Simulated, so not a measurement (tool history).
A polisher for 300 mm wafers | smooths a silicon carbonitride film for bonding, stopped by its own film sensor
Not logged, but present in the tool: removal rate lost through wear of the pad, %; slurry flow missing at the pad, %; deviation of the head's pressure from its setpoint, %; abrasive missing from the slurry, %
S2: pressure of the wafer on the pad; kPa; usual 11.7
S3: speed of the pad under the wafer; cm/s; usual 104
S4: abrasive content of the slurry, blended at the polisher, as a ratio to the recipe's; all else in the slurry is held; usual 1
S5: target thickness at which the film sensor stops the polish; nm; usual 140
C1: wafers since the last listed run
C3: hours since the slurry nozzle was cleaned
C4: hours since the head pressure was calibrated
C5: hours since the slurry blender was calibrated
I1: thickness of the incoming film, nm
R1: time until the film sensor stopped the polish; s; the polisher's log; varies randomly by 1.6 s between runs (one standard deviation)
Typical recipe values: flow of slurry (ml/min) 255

Run 1, day 0: usual settings; C1 0; wafers polished on this pad 834; C3 388.1; C4 586.7; C5 143.4; I1 161.7. Result: R1 132.9 s.
Run 2, day 0.788: usual settings; C1 219; wafers polished on this pad 1054; C3 407; C4 605.6; C5 162.3; I1 158.8. Result: R1 117.9 s.
At day 1.575: worn pad replaced by a new one.
Run 3, day 2.2: usual settings; C1 346; wafers polished on this pad 173; C3 440.9; C4 639.5; C5 196.2; I1 163. Result: R1 130 s.
Run 4, day 3.338: usual settings but S4 1.1; C1 316; wafers polished on this pad 490; C3 468.2; C4 666.8; C5 223.5; I1 160.9. Result: R1 118.6 s.
Run 5, day 4.021: usual settings; C1 190; wafers polished on this pad 680; C3 484.6; C4 683.2; C5 239.9; I1 160.2. Result: R1 124.6 s.
At day 4.175: slurry blender recalibrated.
Run 6, day 4.762: usual settings; C1 183; wafers polished on this pad 863; C3 502.4; C4 701; C5 14.1; I1 159.4. Result: R1 117 s.
Run 7, day 5.267: usual settings; C1 140; wafers polished on this pad 1003; C3 514.5; C4 713.1; C5 26.2; I1 156.6. Result: R1 102.6 s.
At day 5.9: worn pad replaced by a new one.
Run 8, day 5.979: usual settings but S4 0.9; C1 151; wafers polished on this pad 22; C3 531.6; C4 730.2; C5 43.3; I1 158.5. Result: R1 112.1 s.
At day 6.104: head pressure recalibrated.
Run 9, day 6.996: usual settings but S4 0.9; C1 259; wafers polished on this pad 281; C3 556; C4 21.4; C5 67.7; I1 162.3. Result: R1 122.1 s.
At day 7.833: slurry nozzle cleaned.
Run 10, day 8.046: usual settings but S2 14.5 kPa; C1 280; wafers polished on this pad 562; C3 5.1; C4 46.6; C5 92.9; I1 161.1. Result: R1 92.2 s.
Run 11, day 8.85: usual settings; C1 223; wafers polished on this pad 786; C3 24.4; C4 65.9; C5 112.2; I1 158.6. Result: R1 100.2 s.
Run 12, day 9.804: usual settings but flow of slurry (ml/min) 180, S2 13.8 kPa, S4 0.7, S5 146 nm; C1 265; wafers polished on this pad 1051; C3 47.3; C4 88.8; C5 135.1; I1 158.8. Result: R1 77.3 s.
At day 10.05: worn pad replaced by a new one.
Run 13, day 10.692: usual settings but S2 15.2 kPa, S5 142 nm; C1 200; wafers polished on this pad 178; C3 68.6; C4 110.1; C5 156.4; I1 163.1. Result: R1 88.5 s.
Run 14, day 11.4: usual settings; C1 197; wafers polished on this pad 375; C3 85.6; C4 127.1; C5 173.4; I1 160.7. Result: R1 112.5 s.
At day 11.725: slurry blender recalibrated.
Run 15, day 12.062: usual settings but S2 13.1 kPa, S5 134 nm; C1 161; wafers polished on this pad 536; C3 101.5; C4 143; C5 8.1; I1 158.3. Result: R1 122.6 s.
Run 16, day 13.45: usual settings but S2 14.5 kPa; C1 386; wafers polished on this pad 922; C3 134.8; C4 176.3; C5 41.4; I1 158.4. Result: R1 86.7 s.
Run 17, day 14.688: usual settings but S3 114 cm/s; C1 344; wafers polished on this pad 1267; C3 164.5; C4 206; C5 71.1; I1 159.8. Result: R1 113.4 s.
At day 15.196: worn pad replaced by a new one.
Run 18, day 15.833: usual settings; C1 272; wafers polished on this pad 177; C3 192; C4 233.5; C5 98.6; I1 160. Result: R1 107.2 s.
Run 19, day 16.692: usual settings but flow of slurry (ml/min) 335, S3 84 cm/s, S5 146 nm; C1 238; wafers polished on this pad 416; C3 212.6; C4 254.1; C5 119.2; I1 160.3. Result: R1 86.9 s.
Run 20, day 17.85: usual settings but flow of slurry (ml/min) 215; C1 322; wafers polished on this pad 739; C3 240.4; C4 281.9; C5 147; I1 160.8. Result: R1 119 s.
At day 19.2: worn pad replaced by a new one.
Run 21, day 19.304: usual settings but flow of slurry (ml/min) 185, S2 9.7 kPa, S5 146 nm; C1 358; wafers polished on this pad 28; C3 275.3; C4 316.8; C5 181.9; I1 159.6. Result: R1 93.4 s.

Branching from run 21: 3 alternative next runs. What would each branch give?
Run A, day 19.325: usual settings; C1 5; wafers polished on this pad 34; C3 275.8; C4 317.3; C5 182.4; I1 160. Result: R1 ?.
Run B, day 19.325: usual settings but flow of slurry (ml/min) 295, S2 15.2 kPa, S3 132 cm/s, S5 135 nm; C1 5; wafers polished on this pad 34; C3 275.8; C4 317.3; C5 182.4; I1 160. Result: R1 ?.
Run C, day 19.325: usual settings but S2 9 kPa, S3 132 cm/s; C1 5; wafers polished on this pad 34; C3 275.8; C4 317.3; C5 182.4; I1 160. Result: R1 ?.

run     R1
  A  111.4
  B   90.2
  C  123.6
What these runs would have given with no unlogged condition in the tool:
run     R1
  A  103.2
  B   83.6
  C  114.6

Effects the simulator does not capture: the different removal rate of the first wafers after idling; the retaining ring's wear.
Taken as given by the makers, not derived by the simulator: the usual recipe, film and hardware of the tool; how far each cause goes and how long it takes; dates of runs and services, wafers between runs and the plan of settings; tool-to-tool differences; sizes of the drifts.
